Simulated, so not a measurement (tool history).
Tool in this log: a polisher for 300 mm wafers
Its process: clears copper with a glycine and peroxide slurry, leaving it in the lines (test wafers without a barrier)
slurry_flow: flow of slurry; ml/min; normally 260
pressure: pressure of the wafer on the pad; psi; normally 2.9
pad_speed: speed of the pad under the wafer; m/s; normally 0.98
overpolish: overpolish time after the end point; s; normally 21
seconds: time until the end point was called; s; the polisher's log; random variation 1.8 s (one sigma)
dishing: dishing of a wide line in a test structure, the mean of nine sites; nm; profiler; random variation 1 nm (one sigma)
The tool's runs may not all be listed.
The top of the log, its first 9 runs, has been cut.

run    hour  slurry_flow  pressure  pad_speed  overpolish  wafers since the last listed run  wafers polished on this pad  hours since the slurry nozzle was cleaned  hours since the head pressure was calibrated  incoming thickness of the incoming film, nm  seconds  dishing
      372.7  -- slurry nozzle cleaned
 10   406.8          260       2.2       0.98          11                               460                         2171                                       34.1                                         747.3                                        696.3    159.1     35.6
 11   450.6          260       2.2       0.98          11                               345                         2517                                       77.9                                         791.1                                        697.8    162.6     34.9
 12   501.7          260       2.2       0.98          11                               403                         2920                                        129                                         842.2                                        681.1    156.3     35.7
 13   528.1          325         2       0.98          21                               208                         3129                                      155.4                                         868.6                                        695.2      163       58
      588.9  -- worn pad replaced by a new one, of another model than before
 14   595.9          260       2.3       0.98          21                               503                           55                                      223.2                                         936.4                                        687.2    148.4     62.8
 15   666.9          230       2.6       0.88           9                               560                          615                                      294.2                                        1007.4                                        683.6    153.8     31.5
 16   721.9          260       2.9       0.98          21                               434                         1049                                      349.2                                        1062.4                                        704.9    141.2     65.4
 17   777.2          260       3.3       0.98          21                               436                         1486                                      404.5                                        1117.7                                          693      131     68.4
 18   842.3          260       2.9       0.98          21                               513                         1999                                      469.6                                        1182.8                                        696.8    137.1     66.9
 19   881.7          330         2       0.66          28                               310                         2310                                        509                                        1222.2                                        701.2    182.5     67.9
 20   939.5          260       2.9       0.98          26                               456                         2766                                      566.8                                          1280                                        702.3      140       77
 21   996.5          260         2       0.98          21                               449                         3216                                      623.8                                          1337                                          707    161.2     60.9
       1063  -- worn pad replaced by a new one
     1110.3  -- head pressure recalibrated
     1179.5  -- slurry nozzle cleaned
 22  1211.4          260       2.1       0.98          15                              1640                         1147                                       31.9                                         101.1                                        694.1    149.2     48.4
 23  1330.3          260       2.9       0.98          21                               938                         2086                                      150.8                                           220                                        699.2    136.2     67.9
 24  1368.1          260       2.9       0.98          11                               298                         2384                                      188.6                                         257.8                                        699.4    141.2       42
 25  1424.3          260       2.9       0.98          21                               443                         2827                                      244.8                                           314                                        696.4    137.1     67.6
 26  1455.9          285         2        0.7          27                               249                         3077                                      276.4                                         345.6                                        695.8    182.1       68
 27  1514.3          170       2.9       0.98          21                               460                         3538                                      334.8                                           404                                        706.9    145.4     63.2
       1519  -- worn pad replaced by a new one
 28  1575.8          200       2.9       0.98          32                               453                          448                                      396.3                                         465.5                                        686.7    141.7     84.7
 29  1612.7          260       2.9       0.98          33                               291                          739                                      433.2                                         502.4                                        693.6    140.8     90.5
 30  1668.1          260       2.9       1.12          21                               437                         1176                                      488.6                                         557.8                                        695.9    131.3     70.6
 31  1734.1          260       2.9       0.98          14                               520                         1697                                      554.6                                         623.8                                        706.2    139.4     49.1
 32  1770.2          310       2.3       0.72          29                               284                         1982                                      590.7                                         659.9                                        700.3    166.7     72.2
 33    1815          285       2.2       0.98          21                               353                         2336                                      635.5                                         704.7                                        687.3    151.2     61.3

Branching from run 33: 5 alternative next runs. What would each branch give?
  A  1815.5          260       2.9       0.98          21                                 3                         2340                                        636                                         705.2                                        692.5        ?        ?
  B  1815.5          335       2.9       1.06          21                                 3                         2340                                        636                                         705.2                                        692.5        ?        ?
  C  1815.5          340       2.1        0.8          12                                 3                         2340                                        636                                         705.2                                        692.5        ?        ?
  D  1815.5          260       3.6       0.98          21                                 3                         2340                                        636                                         705.2                                        692.5        ?        ?
  E  1815.5          220       3.8       1.08          21                                 3                         2340                                        636                                         705.2                                        692.5        ?        ?

run  seconds  dishing
  A    138.4       66
  B    130.1     68.7
  C    163.6     37.4
  D    126.3     70.5
  E    120.3     72.8
The same runs, with their run-to-run variation unchanged, on a tool lacking any hidden condition would have given:
run  seconds  dishing
  A    132.3       68
  B    125.4     70.5
  C    157.8     38.5
  D    120.8     72.7
  E    114.4     75.2
